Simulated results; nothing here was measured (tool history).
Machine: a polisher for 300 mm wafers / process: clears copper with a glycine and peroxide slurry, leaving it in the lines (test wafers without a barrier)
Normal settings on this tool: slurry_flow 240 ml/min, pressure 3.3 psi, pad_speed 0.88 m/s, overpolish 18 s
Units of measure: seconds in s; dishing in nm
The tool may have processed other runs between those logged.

| run | day | slurry_flow | pressure | pad_speed | overpolish | wafers since the last listed run | wafers polished on this pad | hours since the slurry nozzle was cleaned | hours since the head pressure was calibrated | incoming thickness of the incoming film, nm | seconds | dishing |
|---|---|---|---|---|---|---|---|---|---|---|---|---|
| 1 | 0 | 240 | 3.3 | 0.88 | 18 | 0 | 539 | 382 | 904.9 | 742.4 | 118.7 | 76.7 |
| 2 | 0.95 | 240 | 3.3 | 0.88 | 18 | 205 | 744 | 404.8 | 927.7 | 748.1 | 118.9 | 77.3 |
| 3 | 1.95 | 240 | 3.3 | 0.88 | 18 | 215 | 959 | 428.8 | 951.7 | 750.6 | 117.8 | 77.4 |
|  | 2.462 | worn pad replaced by a new one |
| 4 | 5.033 | 240 | 3.3 | 0.88 | 18 | 629 | 555 | 502.8 | 1025.7 | 742.8 | 114.6 | 75.7 |
| 5 | 5.825 | 240 | 3.3 | 0.88 | 18 | 170 | 725 | 521.8 | 1044.7 | 752 | 119.1 | 74.1 |
|  | 7.162 | worn pad replaced by a new one |
| 6 | 7.317 | 240 | 3.3 | 0.7 | 18 | 285 | 32 | 557.6 | 1080.5 | 743 | 140.8 | 66.6 |
|  | 7.779 | head pressure recalibrated |
| 7 | 8.096 | 240 | 3.3 | 0.7 | 18 | 150 | 183 | 576.3 | 7.6 | 738.1 | 141.1 | 67.6 |
| 8 | 8.8 | 240 | 3.3 | 0.88 | 12 | 151 | 335 | 593.2 | 24.5 | 753.6 | 117.2 | 55.7 |
|  | 8.85 | slurry nozzle cleaned |
| 9 | 10.138 | 290 | 3.6 | 0.68 | 9 | 279 | 614 | 30.9 | 56.6 | 750.1 | 135.3 | 40.5 |
| 10 | 11.054 | 160 | 3.3 | 0.88 | 18 | 197 | 812 | 52.9 | 78.6 | 746.7 | 125.6 | 71.2 |
| 11 | 11.867 | 240 | 3.3 | 0.88 | 18 | 175 | 987 | 72.4 | 98.1 | 740.2 | 117.4 | 76.8 |
|  | 12.704 | worn pad replaced by a new one |
| 12 | 13.338 | 240 | 3.3 | 0.88 | 18 | 281 | 136 | 107.7 | 133.4 | 753.6 | 119.6 | 76.3 |
| 13 | 14.004 | 310 | 2.6 | 0.6 | 18 | 143 | 280 | 123.7 | 149.4 | 757.7 | 192 | 55.6 |
| 14 | 14.796 | 240 | 2.5 | 0.88 | 26 | 170 | 450 | 142.7 | 168.4 | 755.3 | 143.1 | 87.1 |

What if the next run were any one of these 5? Each begins from the tool's condition after run 14:
| A | 14.817 | 240 | 3.3 | 0.88 | 18 | 4 | 455 | 143.2 | 168.9 | 754.8 | ? | ? |
| B | 14.817 | 170 | 2.9 | 1.08 | 18 | 4 | 455 | 143.2 | 168.9 | 754.8 | ? | ? |
| C | 14.817 | 175 | 2.1 | 0.88 | 15 | 4 | 455 | 143.2 | 168.9 | 754.8 | ? | ? |
| D | 14.817 | 240 | 2.5 | 0.88 | 15 | 4 | 455 | 143.2 | 168.9 | 754.8 | ? | ? |
| E | 14.817 | 240 | 4.3 | 0.58 | 14 | 4 | 455 | 143.2 | 168.9 | 754.8 | ? | ? |

| run | seconds | dishing |
|---|---|---|
| A | 121 | 78.5 |
| B | 117.7 | 79.1 |
| C | 174.6 | 50.5 |
| D | 148.5 | 57.9 |
| E | 139.1 | 58.9 |
Without the tool's unlogged condition, the same runs would have read:
| run | seconds | dishing |
|---|---|---|
| A | 121 | 78.5 |
| B | 117.7 | 79.1 |
| C | 174.6 | 50.5 |
| D | 148.5 | 57.9 |
| E | 139.1 | 58.9 |
